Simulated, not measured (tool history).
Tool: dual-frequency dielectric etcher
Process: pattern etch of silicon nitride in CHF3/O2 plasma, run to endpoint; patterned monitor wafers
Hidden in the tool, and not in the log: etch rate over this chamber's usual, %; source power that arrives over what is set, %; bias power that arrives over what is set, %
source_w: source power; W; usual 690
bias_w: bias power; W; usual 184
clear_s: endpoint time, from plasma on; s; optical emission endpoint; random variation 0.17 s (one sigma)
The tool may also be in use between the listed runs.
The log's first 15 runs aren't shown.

run   hour  source_w  bias_w  wafers since the last listed run  hours since the last wet clean  hours since the last source power generator calibration  hours since the last bias power generator calibration  hours since the last upper electrode change  incoming incoming film thickness, nm  clear_s
     349.9  -- wet clean of the chamber
 16  350.4       690     184                               304                             0.5                                                   2963.6                                                 3629.5                                        101.6                                  92.8     57.2
 17  350.7       620     184                                 3                             0.8                                                   2963.9                                                 3629.8                                        101.9                                  92.9     59.0
 18  360.2       620     146                               103                            10.3                                                   2973.4                                                 3639.3                                        111.4                                  93.9     62.8
 19  413.1       690     184                               573                            63.2                                                   3026.3                                                 3692.2                                        164.3                                  93.7     58.0
 20  439.6       850     169                               287                            89.7                                                   3052.8                                                 3718.7                                        190.8                                  94.9     56.2
 21  460.0       550     228                               221                           110.1                                                   3073.2                                                 3739.1                                        211.2                                  93.0     58.7
 22  494.2       690     184                               370                           144.3                                                   3107.4                                                 3773.3                                        245.4                                  94.0     58.3
 23  524.8       740     165                               331                           174.9                                                   3138.0                                                 3803.9                                        276.0                                  93.0     58.4

Run 24 comes next. What will it give?
     554.3  -- bias power generator calibrated
 24  554.8       620     159                               281                           204.9                                                   3168.0                                                    0.5                                        306.0                                  93.2        ?

Run 24 gave clear_s 62.0 s.
Without the tool's hidden state the same run would have given clear_s 60.8 s.
